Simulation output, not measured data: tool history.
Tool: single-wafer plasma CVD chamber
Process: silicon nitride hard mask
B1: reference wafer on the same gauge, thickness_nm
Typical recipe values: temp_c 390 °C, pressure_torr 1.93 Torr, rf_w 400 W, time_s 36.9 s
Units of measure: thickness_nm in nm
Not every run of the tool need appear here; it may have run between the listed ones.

run 1 hour=0.0 | temp_c=390 pressure_torr=1.93 rf_w=400 time_s=41.9 | B1=53.009 | thickness_nm=56.045
run 2 hour=60.0 | temp_c=390 pressure_torr=1.93 rf_w=400 time_s=41.9 | B1=53.187 | thickness_nm=55.333
run 3 hour=129.1 | temp_c=390 pressure_torr=1.93 rf_w=400 time_s=41.9 | B1=53.036 | thickness_nm=54.978
run 4 hour=167.2 | temp_c=390 pressure_torr=1.93 rf_w=450 time_s=36.9 | B1=53.061 | thickness_nm=51.884
run 5 hour=220.1 | temp_c=390 pressure_torr=1.93 rf_w=450 time_s=36.9 | B1=53.106 | thickness_nm=51.431
run 6 hour=274.4 | temp_c=390 pressure_torr=1.93 rf_w=450 time_s=36.9 | B1=53.033 | thickness_nm=51.311
run 7 hour=343.0 | temp_c=390 pressure_torr=1.93 rf_w=400 time_s=36.9 | B1=53.071 | thickness_nm=47.767
run 8 hour=402.5 | temp_c=390 pressure_torr=1.93 rf_w=400 time_s=36.9 | B1=53.050 | thickness_nm=47.315
-- hour=419.1 gauge calibrated
-- hour=421.0 RF generator calibrated
run 9 hour=439.0 | temp_c=390 pressure_torr=1.93 rf_w=400 time_s=36.9 | B1=53.090 | thickness_nm=51.065
run 10 hour=464.6 | temp_c=382 pressure_torr=1.93 rf_w=460 time_s=36.9 | B1=53.137 | thickness_nm=54.830
run 11 hour=507.9 | temp_c=390 pressure_torr=1.93 rf_w=400 time_s=32.8 | B1=53.093 | thickness_nm=45.226
-- hour=544.8 capacitance manometer re-zeroed and calibrated
run 12 hour=577.3 | temp_c=403 pressure_torr=1.61 rf_w=400 time_s=42.7 | B1=53.014 | thickness_nm=56.011
-- hour=612.4 showerhead replaced, of another model than before
run 13 hour=622.3 | temp_c=390 pressure_torr=1.93 rf_w=400 time_s=41.9 | B1=53.189 | thickness_nm=57.481
-- hour=687.5 thermocouple changed; heater temperature recalibrated
run 14 hour=727.9 | temp_c=396 pressure_torr=1.93 rf_w=400 time_s=36.9 | B1=53.093 | thickness_nm=50.341
run 15 hour=761.8 | temp_c=390 pressure_torr=1.93 rf_w=400 time_s=36.9 | B1=53.123 | thickness_nm=50.067
run 16 hour=827.3 | temp_c=390 pressure_torr=1.77 rf_w=400 time_s=36.9 | B1=53.041 | thickness_nm=48.017
run 17 hour=853.2 | temp_c=390 pressure_torr=2.16 rf_w=375 time_s=36.9 | B1=53.127 | thickness_nm=48.310
run 18 hour=886.3 | temp_c=399 pressure_torr=1.50 rf_w=400 time_s=32.1 | B1=53.114 | thickness_nm=38.753

Consider 5 possible next runs. They are alternatives, not a sequence: every one starts from the tool as it was left by run 18. What does each give?
run A hour=886.7 | temp_c=390 pressure_torr=1.93 rf_w=400 time_s=36.9 | B1=? | thickness_nm=?
run B hour=886.7 | temp_c=382 pressure_torr=1.93 rf_w=400 time_s=36.9 | B1=? | thickness_nm=?
run C hour=886.7 | temp_c=390 pressure_torr=1.93 rf_w=400 time_s=33.7 | B1=? | thickness_nm=?
run D hour=886.7 | temp_c=380 pressure_torr=1.74 rf_w=330 time_s=29.6 | B1=? | thickness_nm=?
run E hour=886.7 | temp_c=398 pressure_torr=1.93 rf_w=400 time_s=36.9 | B1=? | thickness_nm=?

run=A B1=52.985 thickness_nm=49.337
run=B B1=52.985 thickness_nm=49.524
run=C B1=52.985 thickness_nm=45.068
run=D B1=52.985 thickness_nm=30.773
run=E B1=52.985 thickness_nm=49.147
What these runs would have given with no unlogged condition in the tool:
run=A thickness_nm=50.519
run=B thickness_nm=50.710
run=C thickness_nm=46.147
run=D thickness_nm=31.608
run=E thickness_nm=50.324
